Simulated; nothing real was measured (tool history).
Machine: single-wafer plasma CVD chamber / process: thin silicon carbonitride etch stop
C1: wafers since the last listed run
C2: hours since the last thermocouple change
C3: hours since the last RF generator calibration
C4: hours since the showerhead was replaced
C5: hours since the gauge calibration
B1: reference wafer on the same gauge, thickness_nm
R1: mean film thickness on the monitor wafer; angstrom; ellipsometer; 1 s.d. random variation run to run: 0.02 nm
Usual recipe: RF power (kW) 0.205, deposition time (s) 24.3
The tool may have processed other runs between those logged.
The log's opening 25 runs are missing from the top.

{"hour": 304.3, "done": "gauge calibrated"}
{"run": 26, "hour": 313.9, "RF power (kW)": 0.205, "deposition time (s)": 22.4, "C1": 304, "C2": 43.1, "C3": 185.2, "C4": 191.4, "C5": 9.6, "B1": 12.095, "R1": 121.61}
{"run": 27, "hour": 321.2, "RF power (kW)": 0.22, "deposition time (s)": 26.6, "C1": 169, "C2": 50.4, "C3": 192.5, "C4": 198.7, "C5": 16.9, "B1": 12.098, "R1": 146.85}
{"run": 28, "hour": 329.4, "RF power (kW)": 0.235, "deposition time (s)": 24.3, "C1": 190, "C2": 58.6, "C3": 200.7, "C4": 206.9, "C5": 25.1, "B1": 12.102, "R1": 136.2}
{"run": 29, "hour": 341.0, "RF power (kW)": 0.19, "deposition time (s)": 27.9, "C1": 270, "C2": 70.2, "C3": 212.3, "C4": 218.5, "C5": 36.7, "B1": 12.101, "R1": 149.08}
{"run": 30, "hour": 356.9, "RF power (kW)": 0.185, "deposition time (s)": 25.7, "C1": 370, "C2": 86.1, "C3": 228.2, "C4": 234.4, "C5": 52.6, "B1": 12.093, "R1": 136.58}
{"run": 31, "hour": 372.0, "RF power (kW)": 0.19, "deposition time (s)": 21.3, "C1": 351, "C2": 101.2, "C3": 243.3, "C4": 249.5, "C5": 67.7, "B1": 12.099, "R1": 113.77}
{"run": 32, "hour": 379.1, "RF power (kW)": 0.165, "deposition time (s)": 19.8, "C1": 165, "C2": 108.3, "C3": 250.4, "C4": 256.6, "C5": 74.8, "B1": 12.106, "R1": 102.79}
{"run": 33, "hour": 386.1, "RF power (kW)": 0.23, "deposition time (s)": 26.5, "C1": 162, "C2": 115.3, "C3": 257.4, "C4": 263.6, "C5": 81.8, "B1": 12.102, "R1": 147.33}
{"run": 34, "hour": 395.4, "RF power (kW)": 0.205, "deposition time (s)": 24.3, "C1": 216, "C2": 124.6, "C3": 266.7, "C4": 272.9, "C5": 91.1, "B1": 12.105, "R1": 131.56}
{"run": 35, "hour": 402.9, "RF power (kW)": 0.23, "deposition time (s)": 20.8, "C1": 174, "C2": 132.1, "C3": 274.2, "C4": 280.4, "C5": 98.6, "B1": 12.101, "R1": 115.39}

Alternative continuations, all from the tool just after run 35; predict every row:
{"run": "A", "hour": 403.3, "RF power (kW)": 0.205, "deposition time (s)": 26.7, "C1": 9, "C2": 132.5, "C3": 274.6, "C4": 280.8, "C5": 99, "B1": "?", "R1": "?"}
{"run": "B", "hour": 403.3, "RF power (kW)": 0.22, "deposition time (s)": 24.3, "C1": 9, "C2": 132.5, "C3": 274.6, "C4": 280.8, "C5": 99, "B1": "?", "R1": "?"}
{"run": "C", "hour": 403.3, "RF power (kW)": 0.18, "deposition time (s)": 26.4, "C1": 9, "C2": 132.5, "C3": 274.6, "C4": 280.8, "C5": 99, "B1": "?", "R1": "?"}
{"run": "D", "hour": 403.3, "RF power (kW)": 0.19, "deposition time (s)": 22.3, "C1": 9, "C2": 132.5, "C3": 274.6, "C4": 280.8, "C5": 99, "B1": "?", "R1": "?"}

run=A B1=12.099 R1=145.14
run=B B1=12.099 R1=134.12
run=C B1=12.099 R1=139.65
run=D B1=12.099 R1=119.29
Had the tool no hidden state, the same runs would have come out as:
run=A R1=145.73
run=B R1=134.66
run=C R1=140.22
run=D R1=119.78
